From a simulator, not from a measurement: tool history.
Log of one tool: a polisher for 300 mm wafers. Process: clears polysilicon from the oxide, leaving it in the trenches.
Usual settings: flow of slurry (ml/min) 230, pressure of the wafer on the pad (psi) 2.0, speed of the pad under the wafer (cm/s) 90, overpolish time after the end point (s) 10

| run | hour | flow of slurry (ml/min) | pressure of the wafer on the pad (psi) | speed of the pad under the wafer (cm/s) | overpolish time after the end point (s) | incoming thickness of the incoming film, nm | time until the end point was called (s) | dishing of a wide line in a test structure (nm) |
|---|---|---|---|---|---|---|---|---|
| 1 | 0.0 | 180 | 2.0 | 90 | 10 | 422.3 | 47.0 | 30.7 |
|  | 31.3 | worn pad replaced by a new one |
| 2 | 75.1 | 180 | 2.0 | 90 | 10 | 420.1 | 44.3 | 31.8 |
| 3 | 142.8 | 230 | 2.0 | 90 | 10 | 417.7 | 45.4 | 31.3 |
| 4 | 186.5 | 230 | 2.0 | 90 | 10 | 422.9 | 46.3 | 30.9 |
|  | 204.0 | head pressure recalibrated |
| 5 | 214.4 | 230 | 2.0 | 90 | 10 | 427.5 | 51.0 | 30.3 |
|  | 275.6 | slurry nozzle cleaned |
| 6 | 387.9 | 230 | 2.0 | 90 | 10 | 420.8 | 50.9 | 30.9 |
| 7 | 418.2 | 230 | 2.0 | 90 | 10 | 415.9 | 51.3 | 29.8 |
|  | 452.9 | worn pad replaced by a new one |
| 8 | 455.9 | 230 | 2.0 | 90 | 10 | 425.7 | 50.9 | 31.0 |
| 9 | 527.2 | 230 | 2.0 | 68 | 10 | 417.9 | 65.2 | 28.7 |
|  | 634.4 | slurry nozzle cleaned |
| 10 | 726.8 | 230 | 2.0 | 68 | 10 | 427.0 | 62.2 | 28.9 |
| 11 | 781.2 | 230 | 2.0 | 68 | 10 | 417.5 | 63.1 | 28.5 |
|  | 856.2 | worn pad replaced by a new one |
| 12 | 959.7 | 230 | 2.0 | 90 | 10 | 423.0 | 48.7 | 30.9 |
| 13 | 996.2 | 230 | 2.0 | 90 | 10 | 418.7 | 45.8 | 31.5 |
|  | 1016.9 | slurry nozzle cleaned |
|  | 1020.6 | head pressure recalibrated |
| 14 | 1021.1 | 230 | 2.0 | 90 | 10 | 421.4 | 51.6 | 31.2 |
| 15 | 1066.1 | 215 | 2.0 | 90 | 10 | 415.4 | 50.8 | 30.5 |
| 16 | 1126.1 | 230 | 2.0 | 90 | 15 | 423.9 | 52.0 | 31.8 |
| 17 | 1167.2 | 300 | 2.0 | 70 | 15 | 421.5 | 64.2 | 32.0 |
| 18 | 1211.0 | 230 | 2.0 | 90 | 10 | 422.0 | 51.2 | 31.1 |
| 19 | 1246.0 | 230 | 2.0 | 90 | 10 | 419.5 | 50.4 | 31.2 |
|  | 1303.3 | worn pad replaced by a new one |
| 20 | 1317.7 | 230 | 2.0 | 90 | 10 | 419.8 | 50.0 | 31.1 |
| 21 | 1353.2 | 150 | 2.6 | 110 | 10 | 421.6 | 33.7 | 33.2 |
| 22 | 1406.9 | 230 | 2.0 | 90 | 10 | 421.4 | 50.3 | 30.0 |
|  | 1409.5 | slurry nozzle cleaned |
| 23 | 1469.6 | 300 | 2.4 | 66 | 7 | 427.4 | 55.2 | 26.5 |
| 24 | 1512.0 | 230 | 2.0 | 68 | 10 | 420.6 | 65.0 | 29.1 |
| 25 | 1557.6 | 255 | 1.5 | 110 | 14 | 424.1 | 52.5 | 32.6 |
| 26 | 1622.0 | 310 | 2.0 | 112 | 10 | 421.3 | 38.3 | 31.6 |
| 27 | 1668.6 | 230 | 2.0 | 90 | 10 | 421.1 | 47.4 | 30.9 |
| 28 | 1722.4 | 230 | 2.0 | 118 | 10 | 415.4 | 36.0 | 32.9 |
|  | 1736.6 | worn pad replaced by a new one |
| 29 | 1784.4 | 290 | 2.0 | 90 | 10 | 420.9 | 46.9 | 30.8 |
|  | 1831.3 | slurry nozzle cleaned |
| 30 | 1833.7 | 230 | 1.4 | 68 | 5 | 420.3 | 83.7 | 17.5 |
| 31 | 1973.9 | 230 | 2.0 | 74 | 10 | 413.3 | 52.4 | 30.4 |
| 32 | 2001.1 | 230 | 2.0 | 116 | 15 | 417.1 | 34.6 | 33.0 |

For each run, what was the tool's unlogged condition?
removal rate lost through wear of the pad, %: 0 on each run
slurry flow missing at the pad, %: 0 on each run
H1: deviation of the head's pressure from its setpoint, %
| run | H1 |
|---|---|
| 1 | 7.97 |
| 2 | 9.8 |
| 3 | 11.6 |
| 4 | 12.8 |
| 5 | -1.57 |
| 6 | -1.08 |
| 7 | -0.908 |
| 8 | -0.655 |
| 9 | -0.0626 |
| 10 | 2.38 |
| 11 | 3.24 |
| 12 | 6.67 |
| 13 | 7.49 |
| 14 | -1.86 |
| 15 | -1.83 |
| 16 | -1.7 |
| 17 | -1.55 |
| 18 | -1.34 |
| 19 | -1.13 |
| 20 | -0.59 |
| 21 | -0.267 |
| 22 | 0.29 |
| 23 | 1.05 |
| 24 | 1.62 |
| 25 | 2.3 |
| 26 | 3.36 |
| 27 | 4.2 |
| 28 | 5.25 |
| 29 | 6.56 |
| 30 | 7.68 |
| 31 | 11.3 |
| 32 | 12 |
